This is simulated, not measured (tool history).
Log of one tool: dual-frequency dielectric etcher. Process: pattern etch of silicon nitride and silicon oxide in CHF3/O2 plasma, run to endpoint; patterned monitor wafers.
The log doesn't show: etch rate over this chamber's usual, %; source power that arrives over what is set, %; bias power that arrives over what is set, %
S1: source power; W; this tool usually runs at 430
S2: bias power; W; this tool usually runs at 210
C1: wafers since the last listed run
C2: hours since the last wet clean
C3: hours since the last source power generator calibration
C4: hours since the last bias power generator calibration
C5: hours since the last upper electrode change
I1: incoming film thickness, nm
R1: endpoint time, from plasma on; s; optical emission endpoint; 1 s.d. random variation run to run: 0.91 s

| run | day | S1 | S2 | C1 | C2 | C3 | C4 | C5 | I1 | R1 |
|---|---|---|---|---|---|---|---|---|---|---|
| 1 | 0.000 | 430 | 210 | 0 | 132.5 | 618.2 | 333.4 | 1287.1 | 214.4 | 137.3 |
| 2 | 4.867 | 430 | 210 | 1124 | 249.3 | 735.0 | 450.2 | 1403.9 | 215.2 | 135.7 |
| 3 | 8.767 | 430 | 210 | 900 | 342.9 | 828.6 | 543.8 | 1497.5 | 211.9 | 134.0 |
|  | 13.650 | wet clean of the chamber |
| 4 | 16.512 | 430 | 210 | 1558 | 68.7 | 1014.5 | 729.7 | 1683.4 | 215.5 | 141.2 |
| 5 | 18.962 | 430 | 210 | 565 | 127.5 | 1073.3 | 788.5 | 1742.2 | 214.1 | 138.7 |
| 6 | 22.142 | 430 | 210 | 734 | 203.8 | 1149.6 | 864.8 | 1818.5 | 215.0 | 139.1 |
| 7 | 25.771 | 430 | 210 | 838 | 290.9 | 1236.7 | 951.9 | 1905.6 | 214.7 | 137.3 |
| 8 | 29.262 | 390 | 210 | 806 | 374.7 | 1320.5 | 1035.7 | 1989.4 | 214.5 | 145.5 |
| 9 | 33.483 | 390 | 210 | 974 | 476.0 | 1421.8 | 1137.0 | 2090.7 | 214.0 | 143.5 |
|  | 36.138 | wet clean of the chamber |
| 10 | 36.158 | 430 | 210 | 386 | 0.5 | 1486.0 | 1201.2 | 2154.9 | 214.6 | 139.8 |
|  | 37.296 | source power generator calibrated |
| 11 | 38.725 | 430 | 210 | 554 | 62.1 | 34.3 | 1262.8 | 2216.5 | 213.3 | 138.6 |
| 12 | 43.796 | 430 | 210 | 1171 | 183.8 | 156.0 | 1384.5 | 2338.2 | 214.9 | 139.2 |
| 13 | 47.038 | 430 | 210 | 748 | 261.6 | 233.8 | 1462.3 | 2416.0 | 213.2 | 136.7 |
| 14 | 53.812 | 340 | 210 | 1564 | 424.2 | 396.4 | 1624.9 | 2578.6 | 214.7 | 158.6 |
|  | 55.192 | wet clean of the chamber |
| 15 | 56.308 | 430 | 161 | 345 | 26.8 | 456.3 | 1684.8 | 2638.5 | 214.4 | 155.6 |
| 16 | 58.208 | 430 | 192 | 438 | 72.4 | 501.9 | 1730.4 | 2684.1 | 213.6 | 144.1 |
| 17 | 61.321 | 430 | 210 | 718 | 147.1 | 576.6 | 1805.1 | 2758.8 | 213.7 | 138.8 |
| 18 | 63.183 | 530 | 172 | 430 | 191.8 | 621.3 | 1849.8 | 2803.5 | 215.2 | 132.8 |
|  | 67.025 | upper electrode replaced |
| 19 | 67.046 | 430 | 243 | 661 | 284.5 | 714.0 | 1942.5 | 0.5 | 213.2 | 128.0 |
| 20 | 68.762 | 520 | 261 | 396 | 325.7 | 755.2 | 1983.7 | 41.7 | 214.6 | 113.1 |
| 21 | 72.967 | 540 | 248 | 971 | 426.6 | 856.1 | 2084.6 | 142.6 | 215.5 | 109.7 |
|  | 76.875 | wet clean of the chamber |
| 22 | 76.896 | 400 | 210 | 676 | 0.5 | 950.4 | 2178.9 | 236.9 | 212.9 | 147.2 |
|  | 78.192 | bias power generator calibrated |
| 23 | 79.546 | 480 | 162 | 573 | 64.1 | 1014.0 | 32.5 | 300.5 | 214.3 | 144.9 |
| 24 | 83.783 | 470 | 225 | 978 | 165.8 | 1115.7 | 134.2 | 402.2 | 214.4 | 128.2 |
| 25 | 85.854 | 430 | 210 | 478 | 215.5 | 1165.4 | 183.9 | 451.9 | 213.2 | 137.1 |
| 26 | 88.683 | 390 | 230 | 653 | 283.4 | 1233.3 | 251.8 | 519.8 | 215.1 | 140.0 |
| 27 | 90.992 | 430 | 210 | 533 | 338.8 | 1288.7 | 307.2 | 575.2 | 216.1 | 138.6 |
| 28 | 93.392 | 430 | 246 | 554 | 396.4 | 1346.3 | 364.8 | 632.8 | 213.9 | 127.9 |
|  | 97.167 | wet clean of the chamber |
|  | 103.433 | source power generator calibrated |
| 29 | 103.454 | 470 | 163 | 2054 | 150.9 | 0.5 | 606.3 | 874.3 | 214.7 | 144.0 |

Branching from run 29: 5 alternative next runs. What would each branch give?
| A | 103.475 | 430 | 210 | 4 | 151.4 | 1.0 | 606.8 | 874.8 | 213.3 | ? |
| B | 103.475 | 430 | 183 | 4 | 151.4 | 1.0 | 606.8 | 874.8 | 213.3 | ? |
| C | 103.475 | 370 | 247 | 4 | 151.4 | 1.0 | 606.8 | 874.8 | 213.3 | ? |
| D | 103.475 | 340 | 181 | 4 | 151.4 | 1.0 | 606.8 | 874.8 | 213.3 | ? |
| E | 103.475 | 460 | 210 | 4 | 151.4 | 1.0 | 606.8 | 874.8 | 213.3 | ? |

| run | R1 |
|---|---|
| A | 139.8 |
| B | 147.6 |
| C | 144.0 |
| D | 173.0 |
| E | 134.3 |
Stripped of hidden state, with their random variation kept, the same runs would have yielded:
| run | R1 |
|---|---|
| A | 142.2 |
| B | 150.1 |
| C | 146.5 |
| D | 176.0 |
| E | 136.7 |
